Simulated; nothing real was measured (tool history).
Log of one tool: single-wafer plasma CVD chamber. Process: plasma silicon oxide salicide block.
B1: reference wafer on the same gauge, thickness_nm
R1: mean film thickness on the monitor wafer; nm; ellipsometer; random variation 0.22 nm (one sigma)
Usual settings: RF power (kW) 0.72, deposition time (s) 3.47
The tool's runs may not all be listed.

run 1 hour=0 | RF_power_(kW)=0.72 deposition_time_(s)=3.47 | B1=31.954 | R1=38.695
run 2 hour=19.6 | RF_power_(kW)=0.675 deposition_time_(s)=3.47 | B1=31.884 | R1=37.652
run 3 hour=34.7 | RF_power_(kW)=0.675 deposition_time_(s)=3.47 | B1=31.898 | R1=37.951
run 4 hour=55.3 | RF_power_(kW)=0.72 deposition_time_(s)=3.47 | B1=31.946 | R1=38.938
run 5 hour=77.9 | RF_power_(kW)=0.72 deposition_time_(s)=3.47 | B1=31.914 | R1=39.058
run 6 hour=110.3 | RF_power_(kW)=0.72 deposition_time_(s)=3.91 | B1=31.896 | R1=43.655
run 7 hour=124 | RF_power_(kW)=0.72 deposition_time_(s)=3.47 | B1=31.911 | R1=38.563
run 8 hour=143.6 | RF_power_(kW)=0.72 deposition_time_(s)=3.47 | B1=31.862 | R1=38.394
run 9 hour=235.1 | RF_power_(kW)=0.72 deposition_time_(s)=3.47 | B1=31.859 | R1=39.029
run 10 hour=251.7 | RF_power_(kW)=0.72 deposition_time_(s)=3.47 | B1=31.888 | R1=38.695
run 11 hour=297.4 | RF_power_(kW)=0.72 deposition_time_(s)=3.47 | B1=31.875 | R1=38.516
run 12 hour=328.7 | RF_power_(kW)=0.69 deposition_time_(s)=3.47 | B1=31.876 | R1=38.086
run 13 hour=342.8 | RF_power_(kW)=0.69 deposition_time_(s)=3.47 | B1=31.909 | R1=37.898
-- hour=370.4 RF generator calibrated
run 14 hour=370.9 | RF_power_(kW)=0.72 deposition_time_(s)=3.47 | B1=31.919 | R1=39.965
run 15 hour=399.6 | RF_power_(kW)=0.72 deposition_time_(s)=3.47 | B1=31.911 | R1=39.657
run 16 hour=430.8 | RF_power_(kW)=0.72 deposition_time_(s)=3.47 | B1=31.897 | R1=39.075
run 17 hour=464.3 | RF_power_(kW)=0.72 deposition_time_(s)=3.93 | B1=31.892 | R1=44.55
run 18 hour=499.7 | RF_power_(kW)=0.72 deposition_time_(s)=3.47 | B1=31.93 | R1=39.289
run 19 hour=529.3 | RF_power_(kW)=0.82 deposition_time_(s)=3.47 | B1=31.871 | R1=41.207
run 20 hour=554.8 | RF_power_(kW)=0.72 deposition_time_(s)=3.47 | B1=31.878 | R1=39.187
run 21 hour=570.2 | RF_power_(kW)=0.72 deposition_time_(s)=3.47 | B1=31.881 | R1=39.277
run 22 hour=603 | RF_power_(kW)=0.81 deposition_time_(s)=3.81 | B1=31.848 | R1=44.316
run 23 hour=632.7 | RF_power_(kW)=0.58 deposition_time_(s)=4.15 | B1=31.876 | R1=43.685
run 24 hour=656.8 | RF_power_(kW)=0.765 deposition_time_(s)=2.95 | B1=31.818 | R1=33.49
run 25 hour=681.9 | RF_power_(kW)=0.72 deposition_time_(s)=3.47 | B1=31.932 | R1=39.266
run 26 hour=714 | RF_power_(kW)=0.65 deposition_time_(s)=4 | B1=31.866 | R1=43.314
run 27 hour=748.5 | RF_power_(kW)=0.845 deposition_time_(s)=3.13 | B1=31.902 | R1=36.936
run 28 hour=764.3 | RF_power_(kW)=0.72 deposition_time_(s)=3.91 | B1=31.854 | R1=43.716
run 29 hour=782 | RF_power_(kW)=0.8 deposition_time_(s)=2.83 | B1=31.943 | R1=32.848
run 30 hour=799.6 | RF_power_(kW)=0.72 deposition_time_(s)=2.94 | B1=31.795 | R1=33.034
run 31 hour=817.6 | RF_power_(kW)=0.62 deposition_time_(s)=2.93 | B1=31.88 | R1=30.948
run 32 hour=849.6 | RF_power_(kW)=0.58 deposition_time_(s)=2.85 | B1=31.837 | R1=29.726
run 33 hour=909 | RF_power_(kW)=0.845 deposition_time_(s)=3.47 | B1=31.926 | R1=40.571
run 34 hour=929.7 | RF_power_(kW)=0.58 deposition_time_(s)=3.47 | B1=31.858 | R1=36.071
-- hour=1028.7 gauge calibrated
run 35 hour=1032.2 | RF_power_(kW)=0.675 deposition_time_(s)=2.87 | B1=31.901 | R1=31.338
-- hour=1058.7 showerhead replaced
run 36 hour=1059.2 | RF_power_(kW)=0.72 deposition_time_(s)=3.47 | B1=31.849 | R1=38.524
run 37 hour=1086.2 | RF_power_(kW)=0.835 deposition_time_(s)=3.17 | B1=31.874 | R1=36.964
run 38 hour=1109.5 | RF_power_(kW)=0.595 deposition_time_(s)=3.47 | B1=31.891 | R1=36.292
run 39 hour=1140.4 | RF_power_(kW)=0.795 deposition_time_(s)=3.66 | B1=31.865 | R1=41.931
run 40 hour=1173.5 | RF_power_(kW)=0.805 deposition_time_(s)=3.47 | B1=31.938 | R1=39.892
run 41 hour=1191.2 | RF_power_(kW)=0.72 deposition_time_(s)=3.2 | B1=31.922 | R1=35.356
run 42 hour=1217.3 | RF_power_(kW)=0.625 deposition_time_(s)=3.9 | B1=31.908 | R1=41.403
run 43 hour=1230.5 | RF_power_(kW)=0.76 deposition_time_(s)=3.93 | B1=31.905 | R1=44.53
run 44 hour=1257.4 | RF_power_(kW)=0.72 deposition_time_(s)=3.24 | B1=31.896 | R1=36.062
-- hour=1341 RF generator calibrated
run 45 hour=1362.6 | RF_power_(kW)=0.72 deposition_time_(s)=3.91 | B1=31.932 | R1=44.601

Forecast each of these 3 alternatives for the next run:
run A hour=1363 | RF_power_(kW)=0.855 deposition_time_(s)=3.47 | B1=? | R1=?
run B hour=1363 | RF_power_(kW)=0.615 deposition_time_(s)=2.81 | B1=? | R1=?
run C hour=1363 | RF_power_(kW)=0.675 deposition_time_(s)=4.04 | B1=? | R1=?

run=A B1=31.882 R1=41.343
run=B B1=31.882 R1=30.089
run=C B1=31.882 R1=44.597
Without the tool's hidden state the same runs would have given:
run=A R1=41.605
run=B R1=30.279
run=C R1=44.879
